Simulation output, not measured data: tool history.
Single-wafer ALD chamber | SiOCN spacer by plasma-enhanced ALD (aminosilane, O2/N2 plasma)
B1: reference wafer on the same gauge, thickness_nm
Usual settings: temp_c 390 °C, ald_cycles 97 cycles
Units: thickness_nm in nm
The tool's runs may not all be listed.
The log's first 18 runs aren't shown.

run 19 day=44.379 | temp_c=382 ald_cycles=97 | B1=6.190 | thickness_nm=6.279
run 20 day=45.767 | temp_c=382 ald_cycles=97 | B1=6.185 | thickness_nm=6.292
run 21 day=48.254 | temp_c=382 ald_cycles=97 | B1=6.189 | thickness_nm=6.317
run 22 day=49.967 | temp_c=390 ald_cycles=97 | B1=6.193 | thickness_nm=6.269
run 23 day=51.738 | temp_c=390 ald_cycles=86 | B1=6.193 | thickness_nm=5.583
run 24 day=53.671 | temp_c=402 ald_cycles=105 | B1=6.186 | thickness_nm=6.752
run 25 day=56.288 | temp_c=398 ald_cycles=97 | B1=6.189 | thickness_nm=6.266
run 26 day=58.517 | temp_c=395 ald_cycles=97 | B1=6.187 | thickness_nm=6.299
-- day=58.804 gauge calibrated
run 27 day=60.704 | temp_c=390 ald_cycles=82 | B1=6.073 | thickness_nm=5.227
run 28 day=66.133 | temp_c=385 ald_cycles=81 | B1=6.090 | thickness_nm=5.193
run 29 day=67.833 | temp_c=376 ald_cycles=81 | B1=6.095 | thickness_nm=5.145
run 30 day=70.817 | temp_c=386 ald_cycles=90 | B1=6.107 | thickness_nm=5.772

Run 31 comes next. What will it give?
run 31 day=72.833 | temp_c=381 ald_cycles=83 | B1=? | thickness_nm=?

Run 31 gave B1 6.111, thickness_nm 5.327 nm.
Without the tool's hidden state the same run would have given thickness_nm 5.291 nm.
